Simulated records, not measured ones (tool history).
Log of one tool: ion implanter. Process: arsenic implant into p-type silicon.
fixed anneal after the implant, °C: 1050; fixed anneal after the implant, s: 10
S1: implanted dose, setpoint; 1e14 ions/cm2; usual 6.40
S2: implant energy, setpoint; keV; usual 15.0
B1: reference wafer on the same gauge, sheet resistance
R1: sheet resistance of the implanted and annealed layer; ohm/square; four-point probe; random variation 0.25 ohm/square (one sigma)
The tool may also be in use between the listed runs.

run 1 hour=0.0 | S1=6.40 S2=15.0 | B1=136.99 | R1=160.88
run 2 hour=8.0 | S1=6.40 S2=15.0 | B1=137.03 | R1=160.66
run 3 hour=18.3 | S1=6.40 S2=15.0 | B1=136.95 | R1=160.64
run 4 hour=28.4 | S1=6.40 S2=15.0 | B1=137.05 | R1=160.65
-- hour=32.1 gauge calibrated
run 5 hour=53.9 | S1=6.40 S2=11.0 | B1=136.98 | R1=165.18
run 6 hour=65.7 | S1=6.40 S2=11.0 | B1=136.96 | R1=165.42
run 7 hour=83.3 | S1=6.40 S2=15.0 | B1=137.06 | R1=160.03
-- hour=93.1 Faraday cup replaced and dose calibrated
run 8 hour=95.5 | S1=6.40 S2=15.0 | B1=137.03 | R1=164.75
run 9 hour=105.2 | S1=6.40 S2=15.0 | B1=137.02 | R1=164.63
-- hour=114.1 extraction supply calibrated
run 10 hour=114.6 | S1=5.31 S2=12.0 | B1=136.96 | R1=192.26
run 11 hour=122.7 | S1=7.92 S2=11.5 | B1=136.96 | R1=145.77
run 12 hour=133.6 | S1=8.24 S2=15.0 | B1=137.09 | R1=138.26
run 13 hour=147.2 | S1=6.40 S2=15.0 | B1=137.05 | R1=164.51
run 14 hour=159.5 | S1=6.40 S2=15.0 | B1=137.10 | R1=164.56
run 15 hour=166.3 | S1=7.58 S2=15.0 | B1=137.03 | R1=145.84
-- hour=168.9 gauge calibrated
run 16 hour=175.0 | S1=7.92 S2=11.5 | B1=137.04 | R1=145.59
run 17 hour=185.0 | S1=7.49 S2=11.0 | B1=137.04 | R1=152.06
run 18 hour=236.2 | S1=7.38 S2=15.0 | B1=137.00 | R1=148.43

Some steps in R1 between neighbouring runs. How much of each would the tool show without its hidden state too (settings, what came in, random variation), and how much is left for the hidden state, with any gauge scatter that isn't in both results?
The hidden state here: deviation of the true dose from the Faraday cup's reading, %; deviation of the true energy from its setpoint, %; gauge reads high (%).
Run 7 -> 8: Faraday cup replaced and dose calibrated. R1 +4.72 ohm/square: hidden state +4.15, all else +0.57.
Run 10 -> 11: S1 5.31 -> 7.92, S2 12.0 -> 11.5. R1 -46.49 ohm/square: hidden state -0.03, all else -46.46.
